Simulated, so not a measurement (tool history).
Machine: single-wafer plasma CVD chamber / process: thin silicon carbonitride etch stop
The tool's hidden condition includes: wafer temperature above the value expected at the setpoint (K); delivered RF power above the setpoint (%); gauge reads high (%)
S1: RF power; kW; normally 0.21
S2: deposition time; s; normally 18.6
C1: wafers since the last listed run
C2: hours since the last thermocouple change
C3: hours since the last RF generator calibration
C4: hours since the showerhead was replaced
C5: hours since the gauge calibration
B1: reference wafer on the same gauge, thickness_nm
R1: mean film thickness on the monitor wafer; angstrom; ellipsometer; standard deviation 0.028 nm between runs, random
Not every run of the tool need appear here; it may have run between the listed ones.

run 1 hour=0 | S1=0.21 S2=18.6 | C1=0 C2=2127 C3=893 C4=4537.3 C5=1240.3 | B1=11.88 | R1=106.9
run 2 hour=67.7 | S1=0.21 S2=18.6 | C1=1611 C2=2194.7 C3=960.7 C4=4605 C5=1308 | B1=11.898 | R1=106.41
run 3 hour=117.4 | S1=0.21 S2=18.6 | C1=1182 C2=2244.4 C3=1010.4 C4=4654.7 C5=1357.7 | B1=11.907 | R1=106.98
run 4 hour=154.4 | S1=0.21 S2=18.6 | C1=880 C2=2281.4 C3=1047.4 C4=4691.7 C5=1394.7 | B1=11.919 | R1=106.7
run 5 hour=204.2 | S1=0.21 S2=18.6 | C1=1185 C2=2331.2 C3=1097.2 C4=4741.5 C5=1444.5 | B1=11.938 | R1=106.84
run 6 hour=268.8 | S1=0.18 S2=18.6 | C1=1537 C2=2395.8 C3=1161.8 C4=4806.1 C5=1509.1 | B1=11.961 | R1=101.65
run 7 hour=301.8 | S1=0.18 S2=18.6 | C1=785 C2=2428.8 C3=1194.8 C4=4839.1 C5=1542.1 | B1=11.97 | R1=102.17
-- hour=343.1 showerhead replaced
-- hour=352.5 gauge calibrated
run 8 hour=358.9 | S1=0.21 S2=18.6 | C1=1168 C2=2485.9 C3=1251.9 C4=15.8 C5=6.4 | B1=11.687 | R1=104.48
run 9 hour=392.5 | S1=0.21 S2=18.6 | C1=799 C2=2519.5 C3=1285.5 C4=49.4 C5=40 | B1=11.692 | R1=104.9
-- hour=441.4 RF generator calibrated
run 10 hour=450.9 | S1=0.21 S2=18.6 | C1=1199 C2=2577.9 C3=9.5 C4=107.8 C5=98.4 | B1=11.691 | R1=105.47
run 11 hour=507.7 | S1=0.21 S2=16.6 | C1=1351 C2=2634.7 C3=66.3 C4=164.6 C5=155.2 | B1=11.692 | R1=93.45
-- hour=573.2 thermocouple changed; heater temperature recalibrated
run 12 hour=577.4 | S1=0.21 S2=18.6 | C1=1468 C2=4.2 C3=136 C4=234.3 C5=224.9 | B1=11.695 | R1=104.9
run 13 hour=607.4 | S1=0.21 S2=20.8 | C1=713 C2=34.2 C3=166 C4=264.3 C5=254.9 | B1=11.698 | R1=117.51
run 14 hour=675.7 | S1=0.195 S2=16.4 | C1=1625 C2=102.5 C3=234.3 C4=332.6 C5=323.2 | B1=11.704 | R1=90.55
run 15 hour=728.9 | S1=0.185 S2=15.8 | C1=1266 C2=155.7 C3=287.5 C4=385.8 C5=376.4 | B1=11.702 | R1=85.82
run 16 hour=788.5 | S1=0.195 S2=19.8 | C1=1418 C2=215.3 C3=347.1 C4=445.4 C5=436 | B1=11.711 | R1=109.42
run 17 hour=843.7 | S1=0.185 S2=21.3 | C1=1313 C2=270.5 C3=402.3 C4=500.6 C5=491.2 | B1=11.716 | R1=115.33
run 18 hour=879.9 | S1=0.18 S2=20 | C1=861 C2=306.7 C3=438.5 C4=536.8 C5=527.4 | B1=11.715 | R1=108.24
run 19 hour=967.5 | S1=0.21 S2=18.6 | C1=2084 C2=394.3 C3=526.1 C4=624.4 C5=615 | B1=11.724 | R1=104.94
run 20 hour=1024.1 | S1=0.23 S2=21.9 | C1=1347 C2=450.9 C3=582.7 C4=681 C5=671.6 | B1=11.74 | R1=126.87
run 21 hour=1063 | S1=0.21 S2=18.6 | C1=925 C2=489.8 C3=621.6 C4=719.9 C5=710.5 | B1=11.745 | R1=105.53
run 22 hour=1123.5 | S1=0.195 S2=16.5 | C1=1439 C2=550.3 C3=682.1 C4=780.4 C5=771 | B1=11.757 | R1=91.3
run 23 hour=1178.4 | S1=0.21 S2=17.1 | C1=1306 C2=605.2 C3=737 C4=835.3 C5=825.9 | B1=11.762 | R1=97
run 24 hour=1245.8 | S1=0.21 S2=20.2 | C1=1604 C2=672.6 C3=804.4 C4=902.7 C5=893.3 | B1=11.781 | R1=115.09
run 25 hour=1288.9 | S1=0.21 S2=20.2 | C1=1025 C2=715.7 C3=847.5 C4=945.8 C5=936.4 | B1=11.79 | R1=114.55
run 26 hour=1349 | S1=0.195 S2=21 | C1=1430 C2=775.8 C3=907.6 C4=1005.9 C5=996.5 | B1=11.808 | R1=116.86
run 27 hour=1557.9 | S1=0.21 S2=18.6 | C1=4971 C2=984.7 C3=1116.5 C4=1214.8 C5=1205.4 | B1=11.849 | R1=106.17
run 28 hour=1593.2 | S1=0.21 S2=18.6 | C1=840 C2=1020 C3=1151.8 C4=1250.1 C5=1240.7 | B1=11.856 | R1=106.24
run 29 hour=1626.8 | S1=0.17 S2=15 | C1=799 C2=1053.6 C3=1185.4 C4=1283.7 C5=1274.3 | B1=11.873 | R1=80.6
run 30 hour=1686.1 | S1=0.21 S2=18.6 | C1=1411 C2=1112.9 C3=1244.7 C4=1343 C5=1333.6 | B1=11.887 | R1=106.48
run 31 hour=1748.9 | S1=0.21 S2=18.6 | C1=1494 C2=1175.7 C3=1307.5 C4=1405.8 C5=1396.4 | B1=11.905 | R1=107.08
run 32 hour=1776.4 | S1=0.245 S2=16.2 | C1=654 C2=1203.2 C3=1335 C4=1433.3 C5=1423.9 | B1=11.916 | R1=97.85
run 33 hour=1807.8 | S1=0.195 S2=15.5 | C1=747 C2=1234.6 C3=1366.4 C4=1464.7 C5=1455.3 | B1=11.924 | R1=87.5
-- hour=1837.3 RF generator calibrated
run 34 hour=1862.6 | S1=0.245 S2=15 | C1=1113 C2=1289.4 C3=25.3 C4=1519.5 C5=1510.1 | B1=11.945 | R1=90.55

What the log doesn't show, run by run:
wafer temperature above the value expected at the setpoint (K): 0, the same for each run
delivered RF power above the setpoint (%): 0, the same for each run
H1: gauge reads high (%)
run=1 H1=1.51
run=2 H1=1.67
run=3 H1=1.8
run=4 H1=1.9
run=5 H1=2.03
run=6 H1=2.22
run=7 H1=2.31
run=8 H1=-0.098
run=9 H1=-0.0965
run=10 H1=-0.0888
run=11 H1=-0.075
run=12 H1=-0.0495
run=13 H1=-0.0357
run=14 H1=0.00214
run=15 H1=0.0378
run=16 H1=0.0843
run=17 H1=0.133
run=18 H1=0.169
run=19 H1=0.265
run=20 H1=0.335
run=21 H1=0.386
run=22 H1=0.472
run=23 H1=0.556
run=24 H1=0.667
run=25 H1=0.743
run=26 H1=0.855
run=27 H1=1.3
run=28 H1=1.38
run=29 H1=1.46
run=30 H1=1.61
run=31 H1=1.77
run=32 H1=1.85
run=33 H1=1.93
run=34 H1=2.09
